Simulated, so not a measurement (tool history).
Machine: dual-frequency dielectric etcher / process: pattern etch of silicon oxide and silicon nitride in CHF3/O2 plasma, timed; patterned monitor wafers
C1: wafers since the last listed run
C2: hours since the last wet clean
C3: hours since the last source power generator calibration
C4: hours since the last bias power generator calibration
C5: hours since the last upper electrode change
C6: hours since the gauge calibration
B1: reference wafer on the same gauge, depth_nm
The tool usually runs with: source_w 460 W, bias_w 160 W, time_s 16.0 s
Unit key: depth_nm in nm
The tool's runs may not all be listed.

Run 1, hour 0.0: usual settings but time_s 19.5 s; C1 0; C2 28.8; C3 3535.0; C4 2639.7; C5 3846.4; C6 757.0; B1 15.50. Result: depth_nm 23.15 nm.
Run 2, hour 31.4: usual settings but source_w 500 W, time_s 14.5 s; C1 762; C2 60.2; C3 3566.4; C4 2671.1; C5 3877.8; C6 788.4; B1 15.50. Result: depth_nm 18.11 nm.
Run 3, hour 57.0: usual settings but source_w 500 W, time_s 14.5 s; C1 621; C2 85.8; C3 3592.0; C4 2696.7; C5 3903.4; C6 814.0; B1 15.50. Result: depth_nm 18.13 nm.
Run 4, hour 73.6: usual settings but source_w 500 W, time_s 14.5 s; C1 403; C2 102.4; C3 3608.6; C4 2713.3; C5 3920.0; C6 830.6; B1 15.50. Result: depth_nm 18.21 nm.
Run 5, hour 103.1: usual settings; C1 716; C2 131.9; C3 3638.1; C4 2742.8; C5 3949.5; C6 860.1; B1 15.50. Result: depth_nm 18.96 nm.
Run 6, hour 136.0: usual settings; C1 799; C2 164.8; C3 3671.0; C4 2775.7; C5 3982.4; C6 893.0; B1 15.50. Result: depth_nm 19.02 nm.
Run 7, hour 160.5: usual settings but bias_w 179 W, time_s 19.5 s; C1 595; C2 189.3; C3 3695.5; C4 2800.2; C5 4006.9; C6 917.5; B1 15.50. Result: depth_nm 23.73 nm.
Run 8, hour 175.5: usual settings; C1 364; C2 204.3; C3 3710.5; C4 2815.2; C5 4021.9; C6 932.5; B1 15.50. Result: depth_nm 18.96 nm.
Run 9, hour 203.2: usual settings; C1 672; C2 232.0; C3 3738.2; C4 2842.9; C5 4049.6; C6 960.2; B1 15.50. Result: depth_nm 18.98 nm.
At hour 244.2: gauge calibrated.
At hour 247.0: upper electrode replaced.
Run 10, hour 247.5: usual settings but bias_w 148 W, time_s 14.5 s; C1 493; C2 276.3; C3 3782.5; C4 2887.2; C5 0.5; C6 3.3; B1 15.50. Result: depth_nm 16.95 nm.
Run 11, hour 262.2: usual settings; C1 357; C2 291.0; C3 3797.2; C4 2901.9; C5 15.2; C6 18.0; B1 15.50. Result: depth_nm 18.97 nm.
Run 12, hour 284.2: usual settings; C1 534; C2 313.0; C3 3819.2; C4 2923.9; C5 37.2; C6 40.0; B1 15.50. Result: depth_nm 19.00 nm.
Run 13, hour 299.2: usual settings but source_w 570 W, bias_w 182 W; C1 364; C2 328.0; C3 3834.2; C4 2938.9; C5 52.2; C6 55.0; B1 15.50. Result: depth_nm 22.13 nm.
Run 14, hour 316.5: usual settings but source_w 400 W, bias_w 197 W, time_s 12.0 s; C1 420; C2 345.3; C3 3851.5; C4 2956.2; C5 69.5; C6 72.3; B1 15.50. Result: depth_nm 13.66 nm.
Run 15, hour 349.4: usual settings but time_s 18.5 s; C1 799; C2 378.2; C3 3884.4; C4 2989.1; C5 102.4; C6 105.2; B1 15.50. Result: depth_nm 21.91 nm.
Run 16, hour 363.1: usual settings; C1 332; C2 391.9; C3 3898.1; C4 3002.8; C5 116.1; C6 118.9; B1 15.50. Result: depth_nm 18.91 nm.
At hour 420.1: wet clean of the chamber.
Run 17, hour 434.1: usual settings but bias_w 138 W; C1 1141; C2 14.0; C3 3969.1; C4 3073.8; C5 187.1; C6 189.9; B1 15.49. Result: depth_nm 18.49 nm.
Run 18, hour 453.5: usual settings but source_w 580 W, bias_w 136 W, time_s 13.0 s; C1 471; C2 33.4; C3 3988.5; C4 3093.2; C5 206.5; C6 209.3; B1 15.50. Result: depth_nm 17.11 nm.
At hour 476.5: bias power generator calibrated.
Run 19, hour 479.6: usual settings; C1 536; C2 59.5; C3 4014.6; C4 3.1; C5 232.6; C6 235.4; B1 15.50. Result: depth_nm 19.06 nm.
Run 20, hour 497.1: usual settings but source_w 370 W, time_s 19.5 s; C1 425; C2 77.0; C3 4032.1; C4 20.6; C5 250.1; C6 252.9; B1 15.50. Result: depth_nm 20.15 nm.
At hour 510.2: source power generator calibrated.
Run 21, hour 523.2: usual settings but source_w 520 W, bias_w 194 W, time_s 12.5 s; C1 536; C2 103.1; C3 13.0; C4 46.7; C5 276.2; C6 279.0; B1 15.50. Result: depth_nm 16.23 nm.
Run 22, hour 625.5: usual settings but bias_w 148 W, time_s 20.0 s; C1 2485; C2 205.4; C3 115.3; C4 149.0; C5 378.5; C6 381.3; B1 15.50. Result: depth_nm 22.63 nm.
Run 23, hour 650.9: usual settings but bias_w 172 W, time_s 21.0 s; C1 617; C2 230.8; C3 140.7; C4 174.4; C5 403.9; C6 406.7; B1 15.50. Result: depth_nm 24.55 nm.
Run 24, hour 674.2: usual settings but source_w 340 W, bias_w 135 W, time_s 17.5 s; C1 566; C2 254.1; C3 164.0; C4 197.7; C5 427.2; C6 430.0; B1 15.50. Result: depth_nm 15.72 nm.
Run 25, hour 687.3: usual settings but source_w 400 W, bias_w 176 W, time_s 19.5 s; C1 318; C2 267.2; C3 177.1; C4 210.8; C5 440.3; C6 443.1; B1 15.51. Result: depth_nm 20.96 nm.
Run 26, hour 709.5: usual settings but time_s 19.0 s; C1 539; C2 289.4; C3 199.3; C4 233.0; C5 462.5; C6 465.3; B1 15.50. Result: depth_nm 21.77 nm.
Run 27, hour 732.5: usual settings but bias_w 178 W, time_s 14.5 s; C1 558; C2 312.4; C3 222.3; C4 256.0; C5 485.5; C6 488.3; B1 15.50. Result: depth_nm 17.07 nm.
Run 28, hour 757.2: usual settings but source_w 510 W, bias_w 189 W, time_s 17.5 s; C1 600; C2 337.1; C3 247.0; C4 280.7; C5 510.2; C6 513.0; B1 15.50. Result: depth_nm 22.25 nm.

Predict the results of run 29:
At hour 801.5: wet clean of the chamber.
Run 29, hour 802.0: usual settings but source_w 410 W, bias_w 175 W; C1 505; C2 0.5; C3 291.8; C4 325.5; C5 555.0; C6 557.8; B1 ?. Result: depth_nm ?.

B1: 15.50
depth_nm: 17.62 nm
The same run, on a tool lacking any hidden state, would have yielded depth_nm 17.56 nm.

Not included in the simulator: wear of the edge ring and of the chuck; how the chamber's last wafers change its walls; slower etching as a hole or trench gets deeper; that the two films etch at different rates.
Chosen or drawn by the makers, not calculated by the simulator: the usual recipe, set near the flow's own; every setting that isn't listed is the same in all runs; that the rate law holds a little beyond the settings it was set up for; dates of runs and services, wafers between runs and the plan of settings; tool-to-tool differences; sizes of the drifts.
